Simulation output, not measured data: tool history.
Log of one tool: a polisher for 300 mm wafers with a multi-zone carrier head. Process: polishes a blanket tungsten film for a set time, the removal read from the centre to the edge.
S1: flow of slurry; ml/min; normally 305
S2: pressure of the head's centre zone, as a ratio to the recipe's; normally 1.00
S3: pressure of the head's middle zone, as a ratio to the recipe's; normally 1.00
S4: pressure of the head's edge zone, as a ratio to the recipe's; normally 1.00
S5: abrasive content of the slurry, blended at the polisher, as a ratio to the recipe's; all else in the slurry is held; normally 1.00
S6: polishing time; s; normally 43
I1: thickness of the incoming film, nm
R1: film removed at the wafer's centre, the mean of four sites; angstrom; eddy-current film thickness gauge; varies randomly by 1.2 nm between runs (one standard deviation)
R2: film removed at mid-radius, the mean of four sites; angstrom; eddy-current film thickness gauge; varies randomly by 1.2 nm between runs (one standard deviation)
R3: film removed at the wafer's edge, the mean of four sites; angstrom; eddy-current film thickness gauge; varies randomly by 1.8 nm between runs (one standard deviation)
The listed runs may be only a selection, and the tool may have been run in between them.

| run | hour | S1 | S2 | S3 | S4 | S5 | S6 | I1 | R1 | R2 | R3 |
|---|---|---|---|---|---|---|---|---|---|---|---|
| 1 | 0.0 | 305 | 1.00 | 1.00 | 1.00 | 1.00 | 43 | 1060.8 | 1243 | 1267 | 1247 |
| 2 | 31.2 | 305 | 1.00 | 1.09 | 1.00 | 1.00 | 43 | 1058.5 | 1251 | 1372 | 1250 |
|  | 100.5 | carrier head's membrane replaced by a new one |
| 3 | 122.4 | 305 | 1.00 | 1.00 | 0.89 | 1.00 | 43 | 1050.6 | 1271 | 1263 | 1177 |
| 4 | 167.4 | 305 | 1.00 | 0.93 | 1.00 | 1.20 | 43 | 1056.3 | 1297 | 1246 | 1310 |
|  | 175.3 | centre zone pressure recalibrated |
| 5 | 217.2 | 305 | 1.07 | 1.00 | 1.08 | 1.00 | 43 | 1054.1 | 1353 | 1273 | 1288 |
| 6 | 259.8 | 305 | 1.09 | 1.00 | 1.00 | 1.00 | 43 | 1043.2 | 1364 | 1279 | 1248 |
| 7 | 296.9 | 305 | 1.00 | 1.00 | 1.00 | 1.00 | 30 | 1038.9 | 858 | 876 | 865 |
| 8 | 333.5 | 375 | 1.11 | 1.00 | 1.00 | 0.80 | 43 | 1044.9 | 1351 | 1229 | 1239 |
| 9 | 372.4 | 305 | 0.94 | 1.00 | 0.89 | 1.00 | 34 | 1055.4 | 922 | 996 | 945 |
|  | 417.7 | worn pad replaced by a new one |
| 10 | 435.8 | 305 | 1.07 | 1.00 | 1.00 | 0.75 | 39 | 1056.4 | 1136 | 1085 | 1058 |
|  | 457.1 | slurry nozzle cleaned |
| 11 | 504.6 | 230 | 1.04 | 1.00 | 1.00 | 1.30 | 51 | 1058.7 | 1610 | 1542 | 1533 |
| 12 | 569.7 | 370 | 1.00 | 1.00 | 1.00 | 1.00 | 35 | 1048.9 | 1048 | 1050 | 1035 |
| 13 | 621.4 | 305 | 1.00 | 1.00 | 1.00 | 0.80 | 43 | 1057.0 | 1194 | 1212 | 1219 |
| 14 | 679.3 | 275 | 1.12 | 0.96 | 1.00 | 1.00 | 33 | 1041.4 | 1093 | 935 | 939 |
| 15 | 710.4 | 305 | 1.00 | 0.93 | 1.00 | 1.00 | 43 | 1064.9 | 1242 | 1192 | 1285 |
|  | 716.0 | edge zone pressure recalibrated |
| 16 | 766.6 | 305 | 1.00 | 1.00 | 1.00 | 1.00 | 43 | 1047.5 | 1261 | 1246 | 1262 |
|  | 785.3 | centre zone pressure recalibrated |
| 17 | 790.7 | 305 | 1.00 | 1.09 | 1.06 | 1.00 | 43 | 1055.3 | 1272 | 1380 | 1289 |
|  | 841.5 | worn pad replaced by a new one |
| 18 | 842.0 | 385 | 1.00 | 0.96 | 0.92 | 1.00 | 43 | 1035.5 | 1279 | 1235 | 1237 |
| 19 | 886.2 | 250 | 0.94 | 1.08 | 1.00 | 1.20 | 43 | 1049.3 | 1214 | 1360 | 1265 |
|  | 892.5 | slurry nozzle cleaned |
| 20 | 921.8 | 305 | 1.00 | 1.00 | 1.00 | 0.75 | 43 | 1041.2 | 1187 | 1207 | 1180 |

Alternative continuations, all from the tool just after run 20; predict every row:
| A | 922.2 | 305 | 1.00 | 1.00 | 0.92 | 1.00 | 43 | 1049.3 | ? | ? | ? |
| B | 922.2 | 245 | 1.00 | 1.00 | 1.00 | 0.90 | 47 | 1049.3 | ? | ? | ? |
| C | 922.2 | 275 | 1.00 | 1.00 | 1.00 | 1.10 | 43 | 1049.3 | ? | ? | ? |
| D | 922.2 | 305 | 1.00 | 1.00 | 1.00 | 1.10 | 43 | 1049.3 | ? | ? | ? |
| E | 922.2 | 405 | 1.05 | 1.00 | 0.95 | 1.00 | 49 | 1049.3 | ? | ? | ? |

| run | R1 | R2 | R3 |
|---|---|---|---|
| A | 1238 | 1263 | 1200 |
| B | 1299 | 1328 | 1318 |
| C | 1252 | 1279 | 1266 |
| D | 1263 | 1289 | 1274 |
| E | 1513 | 1467 | 1409 |
What these runs would have given with no unlogged condition in the tool:
| run | R1 | R2 | R3 |
|---|---|---|---|
| A | 1238 | 1263 | 1200 |
| B | 1299 | 1328 | 1318 |
| C | 1252 | 1279 | 1266 |
| D | 1263 | 1289 | 1274 |
| E | 1513 | 1467 | 1409 |

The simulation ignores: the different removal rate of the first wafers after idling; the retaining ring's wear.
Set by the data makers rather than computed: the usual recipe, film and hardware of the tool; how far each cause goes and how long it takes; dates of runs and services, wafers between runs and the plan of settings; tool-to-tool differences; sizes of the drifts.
